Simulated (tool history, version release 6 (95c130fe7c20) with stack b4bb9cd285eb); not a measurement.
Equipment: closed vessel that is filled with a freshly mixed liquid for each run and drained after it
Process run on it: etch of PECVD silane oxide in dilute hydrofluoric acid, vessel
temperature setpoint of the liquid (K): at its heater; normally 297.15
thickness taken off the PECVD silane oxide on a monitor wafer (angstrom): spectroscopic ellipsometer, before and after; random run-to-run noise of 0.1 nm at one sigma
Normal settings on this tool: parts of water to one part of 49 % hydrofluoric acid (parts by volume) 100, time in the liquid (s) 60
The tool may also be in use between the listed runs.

| run | hour | temperature setpoint of the liquid (K) | parts of water to one part of 49 % hydrofluoric acid (parts by volume) | time in the liquid (s) | read-back film thickness of the PECVD silane oxide reference wafer, read on the same gauge (nm) | thickness taken off the PECVD silane oxide on a monitor wafer (angstrom) |
|---|---|---|---|---|---|---|
| 1 | 0.0 | 297.15 | 100 | 60 | 30.00 | 156.0 |
| 2 | 33.8 | 297.15 | 100 | 60 | 30.02 | 154.9 |
| 3 | 87.3 | 295.65 | 100 | 60 | 29.98 | 144.4 |
| 4 | 99.9 | 295.65 | 100 | 60 | 29.98 | 144.0 |
| 5 | 122.5 | 295.65 | 100 | 60 | 30.00 | 142.4 |
| 6 | 154.5 | 297.15 | 100 | 60 | 30.00 | 150.7 |
| 7 | 187.0 | 297.15 | 100 | 60 | 30.00 | 148.9 |
|  | 284.2 | hydrofluoric acid flow meter replaced |
| 8 | 285.6 | 297.15 | 100 | 60 | 29.99 | 161.4 |
| 9 | 319.1 | 297.15 | 100 | 60 | 30.00 | 160.2 |
| 10 | 346.9 | 297.15 | 100 | 60 | 30.01 | 159.3 |
| 11 | 362.8 | 297.15 | 100 | 60 | 30.02 | 157.3 |
| 12 | 389.0 | 297.15 | 100 | 60 | 30.00 | 157.1 |
|  | 416.8 | thermometer replaced |
| 13 | 424.2 | 297.15 | 100 | 60 | 30.02 | 154.8 |
| 14 | 444.1 | 294.65 | 100 | 60 | 29.97 | 139.8 |
| 15 | 478.0 | 299.65 | 100 | 75 | 30.01 | 214.7 |
| 16 | 492.0 | 301.65 | 100 | 60 | 30.00 | 182.4 |
| 17 | 513.3 | 293.65 | 135 | 90 | 29.99 | 141.1 |
| 18 | 532.2 | 301.65 | 115 | 35 | 29.98 | 91.2 |
|  | 554.3 | gauge calibrated |
| 19 | 557.6 | 297.15 | 70 | 60 | 30.02 | 225.5 |
| 20 | 583.0 | 295.65 | 130 | 85 | 30.00 | 148.9 |
| 21 | 604.9 | 297.15 | 100 | 60 | 30.02 | 149.9 |
| 22 | 636.5 | 297.15 | 100 | 60 | 30.00 | 149.6 |
| 23 | 668.2 | 300.15 | 100 | 60 | 30.00 | 167.8 |
| 24 | 683.8 | 297.15 | 100 | 60 | 30.00 | 146.9 |
| 25 | 697.3 | 297.15 | 80 | 60 | 29.99 | 189.6 |
| 26 | 722.2 | 299.65 | 100 | 60 | 30.00 | 163.2 |

Here are 3 independent what-if runs from the current tool condition. What would each one return?
| A | 722.9 | 297.15 | 100 | 60 | ? | ? |
| B | 722.9 | 300.15 | 120 | 90 | ? | ? |
| C | 722.9 | 294.15 | 100 | 60 | ? | ? |

| run | read-back film thickness of the PECVD silane oxide reference wafer, read on the same gauge (nm) | thickness taken off the PECVD silane oxide on a monitor wafer (angstrom) |
|---|---|---|
| A | 30.00 | 147.0 |
| B | 30.00 | 200.8 |
| C | 30.00 | 130.5 |
With no hidden state in the tool, these same runs would have given:
| run | thickness taken off the PECVD silane oxide on a monitor wafer (angstrom) |
|---|---|
| A | 162.6 |
| B | 222.6 |
| C | 144.1 |
